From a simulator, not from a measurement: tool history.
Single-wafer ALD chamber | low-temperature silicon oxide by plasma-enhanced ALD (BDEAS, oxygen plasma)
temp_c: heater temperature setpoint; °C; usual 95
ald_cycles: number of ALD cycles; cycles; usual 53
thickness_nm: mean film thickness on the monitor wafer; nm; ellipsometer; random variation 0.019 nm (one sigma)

run   hour  temp_c  ald_cycles  wafers since the last listed run  hours since the last thermocouple change  hours since the gauge calibration  read-back reference wafer on the same gauge, thickness_nm  thickness_nm
  1    0.0      85          53                                 0                                    1596.8                               22.3                                                      7.010         7.806
  2   25.1      95          53                               153                                    1621.9                               47.4                                                      7.005         7.506
  3   59.2      95          53                               207                                    1656.0                               81.5                                                      6.999         7.514
  4   77.6      95          58                               112                                    1674.4                               99.9                                                      6.995         8.239
  5  102.4      95          58                               151                                    1699.2                              124.7                                                      6.994         8.192
  6  122.7      95          58                               123                                    1719.5                              145.0                                                      6.993         8.211
  7  153.6      95          53                               188                                    1750.4                              175.9                                                      6.980         7.527
  8  177.6      95          46                               146                                    1774.4                              199.9                                                      6.974         6.479
  9  212.5      95          46                               212                                    1809.3                              234.8                                                      6.966         6.505
 10  243.4     103          53                               188                                    1840.2                              265.7                                                      6.965         7.317
 11  274.5     103          53                               189                                    1871.3                              296.8                                                      6.957         7.262
 12  302.0      95          53                               167                                    1898.8                              324.3                                                      6.955         7.469
 13  332.4      95          53                               185                                    1929.2                              354.7                                                      6.945         7.447
 14  359.4      95          53                               164                                    1956.2                              381.7                                                      6.940         7.463
     378.4  -- thermocouple changed; heater temperature recalibrated
 15  392.9      95          53                               155                                      14.5                              415.2                                                      6.936         7.431
 16  415.1      95          53                               135                                      36.7                              437.4                                                      6.929         7.416
 17  457.8      95          53                               260                                      79.4                              480.1                                                      6.924         7.436
 18  473.4      81          48                                95                                      95.0                              495.7                                                      6.920         7.044
     477.8  -- gauge calibrated
 19  490.2      87          44                               102                                     111.8                               12.4                                                      7.027         6.446
 20  505.7      95          53                                94                                     127.3                               27.9                                                      7.017         7.512
 21  529.9      89          56                               147                                     151.5                               52.1                                                      7.011         8.129
 22  542.4     102          53                                76                                     164.0                               64.6                                                      7.009         7.350
 23  564.7     104          48                               135                                     186.3                               86.9                                                      7.005         6.624
 24  631.6      95          58                               407                                     253.2                              153.8                                                      6.987         8.206
 25  646.8      95          53                                92                                     268.4                              169.0                                                      6.989         7.508
 26  681.5      82          62                               211                                     303.1                              203.7                                                      6.980         9.184
 27  699.0      80          53                               106                                     320.6                              221.2                                                      6.983         7.892
 28  723.9      95          53                               151                                     345.5                              246.1                                                      6.971         7.472
 29  756.3      82          49                               197                                     377.9                              278.5                                                      6.971         7.239
 30  769.1      95          45                                78                                     390.7                              291.3                                                      6.962         6.325
 31  792.4      95          53                               142                                     414.0                              314.6                                                      6.952         7.473
 32  825.4      95          53                               201                                     447.0                              347.6                                                      6.951         7.437
 33  839.8     109          60                                87                                     461.4                              362.0                                                      6.949         8.161
 34  870.6     101          57                               187                                     492.2                              392.8                                                      6.936         7.826

Hidden state or all else? Some run-to-run changes of thickness_nm, split into what the settings, what came in and random variation would give without the hidden state, and what is left for the hidden state (with any gauge scatter that isn't in both results):
The hidden state here: wafer temperature above the value expected at the setpoint (K); gauge reads high (%).
Run 18 -> 19: temp_c 81 -> 87, ald_cycles 48 -> 44, gauge calibrated. thickness_nm -0.598 nm: hidden state +0.106, all else -0.704.
Run 23 -> 24: temp_c 104 -> 95, ald_cycles 48 -> 58. thickness_nm +1.582 nm: hidden state -0.018, all else +1.600.
Run 25 -> 26: temp_c 95 -> 82, ald_cycles 53 -> 62. thickness_nm +1.676 nm: hidden state -0.017, all else +1.693.
Run 26 -> 27: temp_c 82 -> 80, ald_cycles 62 -> 53. thickness_nm -1.292 nm: hidden state +0.003, all else -1.295.

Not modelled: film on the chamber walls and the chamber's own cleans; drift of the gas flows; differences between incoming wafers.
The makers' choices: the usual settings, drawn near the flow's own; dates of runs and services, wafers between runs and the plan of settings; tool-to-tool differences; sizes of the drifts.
